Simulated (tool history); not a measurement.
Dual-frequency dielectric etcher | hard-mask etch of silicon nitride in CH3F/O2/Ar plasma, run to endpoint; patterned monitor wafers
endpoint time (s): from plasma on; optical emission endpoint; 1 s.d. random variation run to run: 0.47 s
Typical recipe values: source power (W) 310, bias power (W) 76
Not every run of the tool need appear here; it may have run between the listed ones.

run	hour	source power (W)	bias power (W)	wafers since the last listed run	hours since the last wet clean	hours since the last source power generator calibration	hours since the last bias power generator calibration	hours since the last upper electrode change	incoming incoming film thickness, nm	endpoint time (s)
1	0	280	68	0	8.6	4745.2	3851.1	5044.2	41.51	73.1
2	20.5	280	68	200	29.1	4765.7	3871.6	5064.7	41.45	72.7
3	38.8	280	76	179	47.4	4784	3889.9	5083	41.74	70.9
4	55.5	370	76	163	64.1	4800.7	3906.6	5099.7	41.72	64.1
5	69.3	370	76	135	77.9	4814.5	3920.4	5113.5	42.03	65.8
6	101.4	310	71	314	110	4846.6	3952.5	5145.6	41.96	70.8
7	133	310	84	309	141.6	4878.2	3984.1	5177.2	41.26	64.5
8	147.7	310	84	144	156.3	4892.9	3998.8	5191.9	41.5	65
9	168.7	310	84	205	177.3	4913.9	4019.8	5212.9	41.84	65.1
10	191.1	310	76	219	199.7	4936.3	4042.2	5235.3	41.62	66.7
# hour 218.3: upper electrode replaced, of another model than before
11	218.8	310	76	36	227.4	4964	4069.9	0.5	42.14	68.3
12	236.2	310	76	170	244.8	4981.4	4087.3	17.9	41.7	66.8
13	251.6	310	76	150	260.2	4996.8	4102.7	33.3	41.77	67.3
14	270.9	310	82	189	279.5	5016.1	4122	52.6	41.84	65.2
15	287.7	310	82	164	296.3	5032.9	4138.8	69.4	41.64	64.5
16	302	310	82	140	310.6	5047.2	4153.1	83.7	42.01	66.3
17	317.7	310	76	153	326.3	5062.9	4168.8	99.4	41.72	66
18	340.7	350	76	225	349.3	5085.9	4191.8	122.4	42.01	63.6
19	368.8	310	76	275	377.4	5114	4219.9	150.5	41.87	66.6
20	387.6	360	67	184	396.2	5132.8	4238.7	169.3	41.59	62.9
21	407.3	260	84	193	415.9	5152.5	4258.4	189	41.55	71
22	419.9	290	83	123	428.5	5165.1	4271	201.6	41.9	67.1
23	441.5	310	76	211	450.1	5186.7	4292.6	223.2	42.11	66.8
# hour 452.2: bias power generator calibrated
# hour 470.8: source power generator calibrated
24	476.8	250	61	267	485.4	6	24.6	258.5	41.74	76.1
25	495.8	360	92	186	504.4	25	43.6	277.5	41.81	58.8
26	516.7	230	69	204	525.3	45.9	64.5	298.4	41.56	76.4
# hour 540.8: wet clean of the chamber
27	550	340	93	91	9.2	79.2	97.8	331.7	41.59	62.8
28	583.5	310	85	328	42.7	112.7	131.3	365.2	41.76	66.3
29	616.5	310	93	323	75.7	145.7	164.3	398.2	41.35	64.1
30	646.9	260	59	297	106.1	176.1	194.7	428.6	41.14	75.5
31	664.6	230	68	173	123.8	193.8	212.4	446.3	41.54	78.5
32	695.5	360	67	302	154.7	224.7	243.3	477.2	41.34	64
33	710.2	310	76	144	169.4	239.4	258	491.9	41.71	67.4
34	744.4	370	66	335	203.6	273.6	292.2	526.1	41.91	64.1
35	770.8	380	68	258	230	300	318.6	552.5	41.67	62
36	782.8	310	76	117	242	312	330.6	564.5	41.62	66.8

The tool's hidden state at each run:
source power that arrives over what is set, %: 0 in every run
bias power that arrives over what is set, %: 0 in every run
H1: etch rate over this chamber's usual, %
run	H1
1	-0.189
2	-0.00509
3	0.159
4	0.309
5	0.433
6	0.721
7	1.01
8	1.14
9	1.33
10	1.53
11	1.78
12	1.93
13	2.07
14	2.24
15	2.39
16	2.52
17	2.66
18	2.87
19	3.12
20	3.29
21	3.47
22	3.58
23	3.78
24	4.09
25	4.26
26	4.45
27	0.667
28	0.968
29	1.26
30	1.54
31	1.7
32	1.97
33	2.11
34	2.41
35	2.65
36	2.76
